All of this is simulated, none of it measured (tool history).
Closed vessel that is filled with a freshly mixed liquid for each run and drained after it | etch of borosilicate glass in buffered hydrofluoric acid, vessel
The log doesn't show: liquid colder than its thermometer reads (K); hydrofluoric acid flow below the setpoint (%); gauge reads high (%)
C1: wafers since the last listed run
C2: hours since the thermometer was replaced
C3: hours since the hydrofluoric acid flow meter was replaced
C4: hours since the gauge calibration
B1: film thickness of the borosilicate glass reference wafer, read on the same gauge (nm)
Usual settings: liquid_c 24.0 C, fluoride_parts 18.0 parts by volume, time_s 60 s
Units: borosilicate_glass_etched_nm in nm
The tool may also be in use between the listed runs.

Run 1, hour 0.0: usual settings but time_s 35 s; C1 0; C2 1962.9; C3 1445.6; C4 91.0; B1 150.02. Result: borosilicate_glass_etched_nm 26.03 nm.
Run 2, hour 65.5: usual settings but time_s 35 s; C1 7913; C2 2028.4; C3 1511.1; C4 156.5; B1 150.02. Result: borosilicate_glass_etched_nm 25.74 nm.
Run 3, hour 93.9: usual settings but fluoride_parts 12.5 parts by volume; C1 3431; C2 2056.8; C3 1539.5; C4 184.9; B1 149.99. Result: borosilicate_glass_etched_nm 63.37 nm.
Run 4, hour 165.1: usual settings but fluoride_parts 12.5 parts by volume; C1 8602; C2 2128.0; C3 1610.7; C4 256.1; B1 149.99. Result: borosilicate_glass_etched_nm 63.60 nm.
Run 5, hour 216.4: usual settings but fluoride_parts 12.5 parts by volume; C1 6197; C2 2179.3; C3 1662.0; C4 307.4; B1 150.01. Result: borosilicate_glass_etched_nm 63.21 nm.
Run 6, hour 258.1: usual settings; C1 5038; C2 2221.0; C3 1703.7; C4 349.1; B1 150.01. Result: borosilicate_glass_etched_nm 44.18 nm.
At hour 295.5: hydrofluoric acid flow meter replaced.
Run 7, hour 299.1: usual settings; C1 4832; C2 2262.0; C3 3.6; C4 390.1; B1 149.97. Result: borosilicate_glass_etched_nm 44.42 nm.
At hour 309.8: gauge calibrated.
At hour 332.1: thermometer replaced.
Run 8, hour 341.1: usual settings but liquid_c 28.0 C, fluoride_parts 13.5 parts by volume, time_s 45 s; C1 4953; C2 9.0; C3 45.6; C4 31.3; B1 150.01. Result: borosilicate_glass_etched_nm 54.35 nm.
Run 9, hour 392.3: usual settings but time_s 30 s; C1 6185; C2 60.2; C3 96.8; C4 82.5; B1 149.97. Result: borosilicate_glass_etched_nm 22.06 nm.
Run 10, hour 436.6: usual settings but liquid_c 27.5 C, time_s 45 s; C1 5352; C2 104.5; C3 141.1; C4 126.8; B1 150.01. Result: borosilicate_glass_etched_nm 39.99 nm.
Run 11, hour 485.5: usual settings; C1 5907; C2 153.4; C3 190.0; C4 175.7; B1 149.98. Result: borosilicate_glass_etched_nm 44.20 nm.
Run 12, hour 535.2: usual settings but fluoride_parts 22.5 parts by volume; C1 6004; C2 203.1; C3 239.7; C4 225.4; B1 149.99. Result: borosilicate_glass_etched_nm 36.55 nm.
Run 13, hour 559.5: usual settings but time_s 80 s; C1 2935; C2 227.4; C3 264.0; C4 249.7; B1 150.00. Result: borosilicate_glass_etched_nm 58.90 nm.
Run 14, hour 592.7: usual settings but liquid_c 22.0 C, fluoride_parts 23.0 parts by volume; C1 4011; C2 260.6; C3 297.2; C4 282.9; B1 150.00. Result: borosilicate_glass_etched_nm 32.77 nm.

Forecast run 15:
Run 15, hour 649.0: usual settings but liquid_c 20.0 C, fluoride_parts 20.0 parts by volume; C1 6801; C2 316.9; C3 353.5; C4 339.2; B1 ?. Result: borosilicate_glass_etched_nm ?.

B1: 150.01
borosilicate_glass_etched_nm: 32.00 nm
Without the tool's hidden state the same run would have given borosilicate_glass_etched_nm 32.00 nm.

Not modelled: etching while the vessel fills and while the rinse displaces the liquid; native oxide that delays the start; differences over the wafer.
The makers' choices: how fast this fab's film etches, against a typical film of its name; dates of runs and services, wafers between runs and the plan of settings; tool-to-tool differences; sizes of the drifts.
